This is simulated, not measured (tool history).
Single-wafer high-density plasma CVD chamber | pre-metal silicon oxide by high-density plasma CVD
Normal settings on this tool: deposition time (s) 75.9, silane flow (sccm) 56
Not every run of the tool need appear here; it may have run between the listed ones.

run   hour  deposition time (s)  silane flow (sccm)  wafers since the last listed run  hours since the silane flow controller was replaced  hours since the gauge calibration  read-back reference wafer on the same gauge, thickness_nm  mean film thickness on the monitor wafer (angstrom)
  1      0                 75.9                  49                                 0                                                 2308                              109.3                                                    489.927                                              3956.55
  2   10.7                 75.9                  49                                90                                               2318.7                                120                                                    489.768                                              3961.08
  3   24.2                 80.6                  56                               113                                               2332.2                              133.5                                                    490.005                                              4522.04
  4   30.5                 80.6                  56                                53                                               2338.5                              139.8                                                    490.105                                              4537.48
  5   46.3                 80.6                  56                               133                                               2354.3                              155.6                                                    489.737                                              4528.57
  6   58.9                 82.4                  65                               106                                               2366.9                              168.2                                                    489.873                                              5052.52
  7   66.7                 82.4                  65                                65                                               2374.7                                176                                                    490.165                                              5053.76
      84.3  -- silane flow controller replaced
  8   84.8                 82.4                  65                                85                                                  0.5                              194.1                                                    489.922                                              5050.27
  9   96.4                 75.9                  56                                97                                                 12.1                              205.7                                                    490.123                                               4250.3
 10  111.4                 63.3                  48                               126                                                 27.1                              220.7                                                    490.057                                              3252.23
 11  126.1                 85.4                  67                               123                                                 41.8                              235.4                                                    489.804                                              5347.22
 12  159.8                 84.1                  60                               284                                                 75.5                              269.1                                                    489.903                                               4927.3

The next listed run, before its measurement:
 13  173.5                   86                  46                               115                                                 89.2                              282.8                                                          ?                                                    ?

{"run 13": {"read-back reference wafer on the same gauge, thickness_nm": 490.026, "mean film thickness on the monitor wafer (angstrom)": 4327.84}}
With no hidden state in the tool, this same run would have given mean film thickness on the monitor wafer (angstrom) 4327.84.

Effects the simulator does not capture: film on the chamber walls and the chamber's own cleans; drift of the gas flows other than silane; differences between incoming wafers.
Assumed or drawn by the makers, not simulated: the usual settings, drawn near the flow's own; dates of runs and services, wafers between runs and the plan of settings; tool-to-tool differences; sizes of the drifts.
